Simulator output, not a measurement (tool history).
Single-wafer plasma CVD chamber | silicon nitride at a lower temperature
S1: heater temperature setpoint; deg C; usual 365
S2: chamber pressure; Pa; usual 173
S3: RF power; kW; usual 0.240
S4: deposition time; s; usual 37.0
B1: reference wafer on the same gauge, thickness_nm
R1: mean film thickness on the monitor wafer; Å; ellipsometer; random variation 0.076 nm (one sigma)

Run 1, hour 0.0: usual settings but S2 147 Pa, S4 34.1 s; B1 29.637. Result: R1 266.57 Å.
Run 2, hour 14.6: usual settings but S3 0.260 kW; B1 29.582. Result: R1 337.06 Å.
Run 3, hour 23.3: usual settings but S3 0.260 kW; B1 29.600. Result: R1 336.33 Å.
Run 4, hour 39.5: usual settings but S3 0.260 kW; B1 29.643. Result: R1 336.78 Å.
Run 5, hour 46.5: usual settings; B1 29.573. Result: R1 310.28 Å.
Run 6, hour 56.6: usual settings; B1 29.600. Result: R1 310.61 Å.
Run 7, hour 64.9: usual settings; B1 29.588. Result: R1 310.53 Å.
Run 8, hour 93.3: usual settings; B1 29.613. Result: R1 309.30 Å.
Run 9, hour 108.0: usual settings; B1 29.615. Result: R1 308.16 Å.
Run 10, hour 125.9: usual settings; B1 29.623. Result: R1 307.98 Å.
Run 11, hour 132.5: usual settings but S4 41.2 s; B1 29.591. Result: R1 342.99 Å.
Run 12, hour 145.5: usual settings but S2 149 Pa, S4 41.8 s; B1 29.637. Result: R1 326.62 Å.
Run 13, hour 159.4: usual settings but S2 149 Pa, S4 41.8 s; B1 29.612. Result: R1 325.96 Å.
Run 14, hour 174.8: usual settings but S2 185 Pa, S3 0.265 kW, S4 40.2 s; B1 29.571. Result: R1 376.91 Å.
Run 15, hour 185.7: usual settings but S2 196 Pa, S3 0.260 kW, S4 31.0 s; B1 29.581. Result: R1 291.36 Å.
At hour 201.4: capacitance manometer re-zeroed and calibrated.
Run 16, hour 201.9: usual settings but S1 353 deg C, S2 136 Pa, S3 0.260 kW; B1 29.578. Result: R1 299.22 Å.
At hour 215.7: thermocouple changed; heater temperature recalibrated.
At hour 216.1: gauge calibrated.
At hour 223.3: RF generator calibrated.
At hour 228.9: showerhead replaced.
Run 17, hour 229.4: usual settings; B1 29.606. Result: R1 330.01 Å.
Run 18, hour 229.7: usual settings but S2 148 Pa, S4 30.2 s; B1 29.591. Result: R1 251.57 Å.
Run 19, hour 237.0: usual settings but S3 0.210 kW, S4 44.2 s; B1 29.615. Result: R1 343.59 Å.
Run 20, hour 263.3: usual settings but S1 353 deg C, S2 136 Pa, S3 0.260 kW; B1 29.593. Result: R1 322.45 Å.
Run 21, hour 279.1: usual settings; B1 29.587. Result: R1 329.88 Å.
Run 22, hour 296.5: usual settings but S2 204 Pa; B1 29.611. Result: R1 352.04 Å.
Run 23, hour 314.3: usual settings but S1 354 deg C, S3 0.195 kW, S4 39.8 s; B1 29.616. Result: R1 286.85 Å.
Run 24, hour 322.1: usual settings but S2 143 Pa, S4 43.3 s; B1 29.572. Result: R1 353.65 Å.
Run 25, hour 333.6: usual settings; B1 29.596. Result: R1 329.86 Å.
Run 26, hour 345.6: usual settings but S1 360 deg C, S2 147 Pa, S3 0.205 kW, S4 41.6 s; B1 29.616. Result: R1 293.25 Å.
Run 27, hour 377.2: usual settings; B1 29.599. Result: R1 329.78 Å.

Some steps in R1 between neighbouring runs. How much of each would the tool show without its hidden state too (settings, what came in, random variation), and how much is left for the hidden state, with any gauge scatter that isn't in both results?
The hidden state here: wafer temperature above the value expected at the setpoint (K); delivered RF power above the setpoint (%); true pressure above the setpoint (%); gauge reads high (%).
Run 14 -> 15: S2 185 -> 196, S3 0.265 -> 0.260, S4 40.2 -> 31.0. R1 -85.55 Å: hidden state +6.11, all else -91.66.
Run 16 -> 17: S1 353 -> 365, S2 136 -> 173, S3 0.260 -> 0.240, thermocouple changed; heater temperature recalibrated, gauge calibrated, RF generator calibrated, showerhead replaced. R1 +30.79 Å: hidden state +22.66, all else +8.13.
Run 18 -> 19: S2 148 -> 173, S3 0.240 -> 0.210, S4 30.2 -> 44.2. R1 +92.02 Å: hidden state -0.21, all else +92.23.
